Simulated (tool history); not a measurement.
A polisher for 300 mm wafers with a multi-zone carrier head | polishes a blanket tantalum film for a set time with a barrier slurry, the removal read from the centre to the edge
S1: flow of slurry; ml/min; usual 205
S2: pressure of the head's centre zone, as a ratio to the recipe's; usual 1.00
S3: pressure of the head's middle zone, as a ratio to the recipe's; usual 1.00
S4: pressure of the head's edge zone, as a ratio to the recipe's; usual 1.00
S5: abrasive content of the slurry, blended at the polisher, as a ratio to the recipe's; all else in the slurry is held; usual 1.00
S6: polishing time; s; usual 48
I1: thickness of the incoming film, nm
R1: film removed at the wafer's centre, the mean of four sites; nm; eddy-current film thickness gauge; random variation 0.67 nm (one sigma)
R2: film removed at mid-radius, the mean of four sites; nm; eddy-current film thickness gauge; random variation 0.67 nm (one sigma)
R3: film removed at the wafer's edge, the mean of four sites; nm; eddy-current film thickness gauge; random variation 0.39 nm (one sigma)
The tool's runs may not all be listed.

| run | hour | S1 | S2 | S3 | S4 | S5 | S6 | I1 | R1 | R2 | R3 |
|---|---|---|---|---|---|---|---|---|---|---|---|
| 1 | 0.0 | 225 | 1.00 | 1.07 | 1.00 | 1.00 | 48 | 188.6 | 44.8 | 48.8 | 48.7 |
| 2 | 35.3 | 205 | 1.00 | 1.00 | 1.00 | 1.00 | 55 | 186.8 | 51.4 | 54.6 | 55.2 |
| 3 | 59.5 | 205 | 1.00 | 1.00 | 1.00 | 1.00 | 55 | 191.2 | 51.8 | 53.5 | 55.7 |
|  | 85.2 | worn pad replaced by a new one |
| 4 | 104.1 | 205 | 1.00 | 1.00 | 1.00 | 1.00 | 55 | 187.8 | 51.1 | 53.7 | 55.2 |
| 5 | 147.4 | 205 | 1.00 | 1.00 | 1.00 | 1.00 | 48 | 188.9 | 44.4 | 46.0 | 47.3 |
| 6 | 207.6 | 205 | 1.00 | 1.00 | 1.00 | 1.00 | 48 | 190.6 | 44.6 | 47.5 | 47.7 |
| 7 | 249.0 | 205 | 1.00 | 0.92 | 1.00 | 1.00 | 53 | 193.0 | 46.8 | 48.2 | 52.4 |
|  | 254.5 | centre zone pressure recalibrated |
| 8 | 273.5 | 160 | 1.00 | 1.00 | 1.00 | 1.00 | 63 | 189.0 | 60.0 | 59.5 | 60.6 |
|  | 293.6 | carrier head's membrane replaced by a new one |
|  | 344.3 | worn pad replaced by a new one |
| 9 | 354.6 | 205 | 1.00 | 1.00 | 1.11 | 1.00 | 48 | 191.7 | 45.9 | 46.8 | 50.7 |
| 10 | 379.3 | 205 | 1.00 | 1.00 | 1.00 | 1.00 | 48 | 190.0 | 47.6 | 46.8 | 47.6 |
|  | 383.1 | slurry nozzle cleaned |
| 11 | 439.5 | 205 | 1.00 | 1.00 | 1.00 | 1.00 | 48 | 191.1 | 47.1 | 46.9 | 48.0 |
|  | 443.4 | edge zone pressure recalibrated |
| 12 | 468.2 | 205 | 1.00 | 1.00 | 1.00 | 1.00 | 48 | 189.3 | 47.8 | 46.9 | 47.7 |
| 13 | 530.8 | 205 | 1.00 | 1.10 | 1.00 | 1.25 | 63 | 190.9 | 64.9 | 67.8 | 64.8 |
| 14 | 565.0 | 205 | 1.00 | 1.00 | 1.00 | 1.00 | 40 | 192.4 | 40.0 | 39.3 | 39.7 |
|  | 597.9 | worn pad replaced by a new one |
| 15 | 615.4 | 205 | 1.00 | 1.00 | 0.94 | 1.00 | 32 | 190.7 | 31.6 | 31.3 | 30.9 |
| 16 | 646.6 | 205 | 1.00 | 0.93 | 0.92 | 0.80 | 62 | 190.3 | 56.5 | 54.6 | 56.5 |
| 17 | 688.2 | 205 | 1.00 | 0.90 | 1.00 | 1.25 | 48 | 192.6 | 48.8 | 46.6 | 50.1 |
| 18 | 739.2 | 205 | 1.00 | 1.00 | 1.00 | 1.00 | 48 | 191.8 | 46.0 | 46.6 | 47.3 |
| 19 | 770.6 | 205 | 1.11 | 0.96 | 1.00 | 1.15 | 48 | 190.2 | 50.0 | 46.3 | 49.8 |
| 20 | 836.7 | 145 | 0.91 | 1.00 | 1.00 | 0.90 | 54 | 186.6 | 44.7 | 48.8 | 50.7 |
| 21 | 887.9 | 155 | 1.00 | 1.00 | 0.88 | 1.20 | 48 | 194.2 | 44.6 | 47.8 | 44.7 |
|  | 896.3 | worn pad replaced by a new one |
| 22 | 945.6 | 205 | 1.00 | 1.00 | 1.00 | 1.00 | 48 | 190.8 | 45.5 | 47.0 | 47.2 |

3 ways to go on from here, each from the tool as it stands after run 22. What would each give?
| A | 946.0 | 205 | 1.00 | 1.00 | 1.00 | 1.00 | 48 | 193.7 | ? | ? | ? |
| B | 946.0 | 155 | 0.93 | 1.00 | 0.93 | 1.00 | 65 | 193.7 | ? | ? | ? |
| C | 946.0 | 205 | 0.90 | 1.10 | 1.04 | 1.00 | 39 | 193.7 | ? | ? | ? |

| run | R1 | R2 | R3 |
|---|---|---|---|
| A | 46.5 | 47.7 | 47.0 |
| B | 56.8 | 61.3 | 59.2 |
| C | 35.4 | 41.5 | 38.9 |
Without the tool's hidden state the same runs would have given:
| run | R1 | R2 | R3 |
|---|---|---|---|
| A | 48.2 | 47.7 | 47.0 |
| B | 58.9 | 61.3 | 59.2 |
| C | 36.7 | 41.5 | 38.9 |
